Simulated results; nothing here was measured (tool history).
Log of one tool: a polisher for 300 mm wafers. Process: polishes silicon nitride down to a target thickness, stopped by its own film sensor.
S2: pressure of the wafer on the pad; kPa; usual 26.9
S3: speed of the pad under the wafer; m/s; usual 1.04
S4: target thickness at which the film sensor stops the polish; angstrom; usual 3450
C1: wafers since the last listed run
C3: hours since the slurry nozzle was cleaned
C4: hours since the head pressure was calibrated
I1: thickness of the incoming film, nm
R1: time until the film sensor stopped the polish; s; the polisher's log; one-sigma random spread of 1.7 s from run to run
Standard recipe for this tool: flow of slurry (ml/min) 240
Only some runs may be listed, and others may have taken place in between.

{"run": 1, "hour": 0.0, "flow of slurry (ml/min)": 240, "S2": 33.1, "S3": 1.04, "S4": 3450, "C1": 0, "wafers polished on this pad": 2204, "C3": 207.4, "C4": 240.1, "I1": 514.6, "R1": 75.5}
{"hour": 24.4, "done": "worn pad replaced by a new one"}
{"run": 2, "hour": 29.2, "flow of slurry (ml/min)": 240, "S2": 33.1, "S3": 1.04, "S4": 3450, "C1": 253, "wafers polished on this pad": 48, "C3": 236.6, "C4": 269.3, "I1": 516.8, "R1": 76.5}
{"run": 3, "hour": 96.1, "flow of slurry (ml/min)": 240, "S2": 26.9, "S3": 1.04, "S4": 3450, "C1": 672, "wafers polished on this pad": 720, "C3": 303.5, "C4": 336.2, "I1": 512.7, "R1": 93.2}
{"run": 4, "hour": 143.0, "flow of slurry (ml/min)": 240, "S2": 26.9, "S3": 1.04, "S4": 3450, "C1": 471, "wafers polished on this pad": 1192, "C3": 350.4, "C4": 383.1, "I1": 515.8, "R1": 94.7}
{"run": 5, "hour": 190.9, "flow of slurry (ml/min)": 240, "S2": 26.9, "S3": 1.04, "S4": 3450, "C1": 481, "wafers polished on this pad": 1673, "C3": 398.3, "C4": 431, "I1": 510.2, "R1": 91.2}
{"run": 6, "hour": 243.0, "flow of slurry (ml/min)": 240, "S2": 26.9, "S3": 1.04, "S4": 3450, "C1": 523, "wafers polished on this pad": 2197, "C3": 450.4, "C4": 483.1, "I1": 505.1, "R1": 89.2}
{"run": 7, "hour": 305.4, "flow of slurry (ml/min)": 240, "S2": 26.9, "S3": 1.04, "S4": 3450, "C1": 627, "wafers polished on this pad": 2825, "C3": 512.8, "C4": 545.5, "I1": 509.7, "R1": 93.1}
{"hour": 322.3, "done": "worn pad replaced by a new one"}
{"run": 8, "hour": 370.3, "flow of slurry (ml/min)": 240, "S2": 23.4, "S3": 1.04, "S4": 3450, "C1": 612, "wafers polished on this pad": 482, "C3": 577.7, "C4": 610.4, "I1": 510, "R1": 111.7}
{"run": 9, "hour": 427.6, "flow of slurry (ml/min)": 240, "S2": 23.4, "S3": 1.04, "S4": 3450, "C1": 576, "wafers polished on this pad": 1058, "C3": 635, "C4": 667.7, "I1": 507.3, "R1": 111.1}
{"hour": 449.9, "done": "slurry nozzle cleaned"}
{"run": 10, "hour": 476.6, "flow of slurry (ml/min)": 240, "S2": 23.4, "S3": 1.04, "S4": 3450, "C1": 482, "wafers polished on this pad": 1540, "C3": 26.7, "C4": 716.7, "I1": 507.5, "R1": 98.4}
{"run": 11, "hour": 527.3, "flow of slurry (ml/min)": 240, "S2": 26.9, "S3": 1.04, "S4": 3450, "C1": 509, "wafers polished on this pad": 2050, "C3": 77.4, "C4": 767.4, "I1": 513, "R1": 90.1}
{"hour": 550.8, "done": "worn pad replaced by a new one"}
{"run": 12, "hour": 591.8, "flow of slurry (ml/min)": 290, "S2": 24.1, "S3": 1.04, "S4": 3450, "C1": 608, "wafers polished on this pad": 411, "C3": 141.9, "C4": 831.9, "I1": 513.1, "R1": 96.2}
{"hour": 725.2, "done": "head pressure recalibrated"}
{"run": 13, "hour": 734.2, "flow of slurry (ml/min)": 180, "S2": 31.7, "S3": 1.04, "S4": 3450, "C1": 1411, "wafers polished on this pad": 1823, "C3": 284.3, "C4": 9, "I1": 510.4, "R1": 84.3}
{"run": 14, "hour": 797.6, "flow of slurry (ml/min)": 240, "S2": 33.1, "S3": 1.04, "S4": 3770, "C1": 637, "wafers polished on this pad": 2460, "C3": 347.7, "C4": 72.4, "I1": 513.9, "R1": 63.6}
{"hour": 810.1, "done": "worn pad replaced by a new one"}
{"run": 15, "hour": 985.2, "flow of slurry (ml/min)": 240, "S2": 26.9, "S3": 1.34, "S4": 3450, "C1": 1845, "wafers polished on this pad": 1760, "C3": 535.3, "C4": 260, "I1": 515.6, "R1": 83.9}
{"hour": 1019.3, "done": "slurry nozzle cleaned"}
{"run": 16, "hour": 1044.6, "flow of slurry (ml/min)": 240, "S2": 26.9, "S3": 1.04, "S4": 3680, "C1": 587, "wafers polished on this pad": 2347, "C3": 25.3, "C4": 319.4, "I1": 514.4, "R1": 81}
{"run": 17, "hour": 1073.7, "flow of slurry (ml/min)": 175, "S2": 20.7, "S3": 1.04, "S4": 3780, "C1": 292, "wafers polished on this pad": 2639, "C3": 54.4, "C4": 348.5, "I1": 502.2, "R1": 91.4}
{"hour": 1103.1, "done": "worn pad replaced by a new one"}
{"run": 18, "hour": 1136.8, "flow of slurry (ml/min)": 240, "S2": 26.9, "S3": 1.28, "S4": 3260, "C1": 594, "wafers polished on this pad": 338, "C3": 117.5, "C4": 411.6, "I1": 511.6, "R1": 85.2}
{"run": 19, "hour": 1208.2, "flow of slurry (ml/min)": 240, "S2": 26.9, "S3": 1.34, "S4": 3450, "C1": 717, "wafers polished on this pad": 1056, "C3": 188.9, "C4": 483, "I1": 511.7, "R1": 74.9}
{"run": 20, "hour": 1246.5, "flow of slurry (ml/min)": 240, "S2": 33.1, "S3": 1.04, "S4": 3770, "C1": 385, "wafers polished on this pad": 1441, "C3": 227.2, "C4": 521.3, "I1": 507.8, "R1": 56.4}
{"run": 21, "hour": 1290.1, "flow of slurry (ml/min)": 285, "S2": 26.9, "S3": 1.38, "S4": 3600, "C1": 438, "wafers polished on this pad": 1879, "C3": 270.8, "C4": 564.9, "I1": 509.1, "R1": 63.8}
{"run": 22, "hour": 1314.4, "flow of slurry (ml/min)": 240, "S2": 24.1, "S3": 1.04, "S4": 3450, "C1": 244, "wafers polished on this pad": 2124, "C3": 295.1, "C4": 589.2, "I1": 510.4, "R1": 97.4}

Had the tool no unlogged condition, and each run kept its random variation, what would the results have been?
What the log doesn't record here: removal rate lost through wear of the pad, %; slurry flow missing at the pad, %; deviation of the head's pressure from its setpoint, %.
run=1 R1=76.3
run=2 R1=77.3
run=3 R1=94.4
run=4 R1=95.8
run=5 R1=92.1
run=6 R1=89.6
run=7 R1=92.6
run=8 R1=109
run=9 R1=105.5
run=10 R1=105
run=11 R1=96.6
run=12 R1=103.9
run=13 R1=82.1
run=14 R1=62.4
run=15 R1=80
run=16 R1=84.2
run=17 R1=95.1
run=18 R1=89.2
run=19 R1=78.8
run=20 R1=59.5
run=21 R1=67.5
run=22 R1=102.8
